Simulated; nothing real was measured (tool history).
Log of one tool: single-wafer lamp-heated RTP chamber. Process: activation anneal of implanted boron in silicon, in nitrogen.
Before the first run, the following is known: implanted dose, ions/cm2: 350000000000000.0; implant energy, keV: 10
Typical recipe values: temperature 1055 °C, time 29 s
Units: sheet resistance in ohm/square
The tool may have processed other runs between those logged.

run,hour,temperature,time,"read-back reference wafer on the same gauge, sheet resistance",sheet resistance
1,0,1055,29,278.85,285.71
2,62,1055,29,279.02,286.87
3,127.6,1039,17,279.01,288.77
# hour 164.4: pyrometer window cleaned and pyrometer calibrated
4,298.3,1039,17,279.15,289.36
5,338.3,1055,29,279.05,286.32
6,419.3,1055,29,279.09,286.55
7,462.9,1055,29,279.06,285.31
# hour 472.7: pyrometer window cleaned and pyrometer calibrated
8,540.8,1055,29,278.96,285.98
9,586.3,1055,16,279.16,288.87
# hour 612.5: reflector plate cleaned
10,628.8,1055,16,279.04,288.54
11,703.4,1047,29,279.09,286.11
# hour 760.2: pyrometer window cleaned and pyrometer calibrated
12,760.7,1072,34,279.02,283.57
13,821.8,1064,14,279.05,288.98
14,869.6,1055,29,278.88,286.38
# hour 904.4: gauge calibrated
15,959.6,1055,14,278.81,289.07
# hour 1107: pyrometer window cleaned and pyrometer calibrated
16,1108.9,1055,29,278.97,285.84
17,1200.7,1078,44,279.08,280.81
18,1307,1037,40,278.98,285.58
19,1356.5,1055,29,279.16,286.31
# hour 1461.4: pyrometer window cleaned and pyrometer calibrated
20,1461.9,1035,21,278.98,288.53
21,1553.4,1075,14,278.93,288.69
22,1610.4,1055,29,279.14,286.35

Alternative continuations, all from the tool just after run 22; predict every row:
A,1610.8,1055,29,?,?
B,1610.8,1034,36,?,?
C,1610.8,1083,14,?,?

run,"read-back reference wafer on the same gauge, sheet resistance",sheet resistance
A,278.96,286.13
B,278.96,286.78
C,278.96,287.41
With the hidden condition removed and each run's random variation left untouched, the same runs would have given:
run,sheet resistance
A,286.13
B,286.78
C,287.41
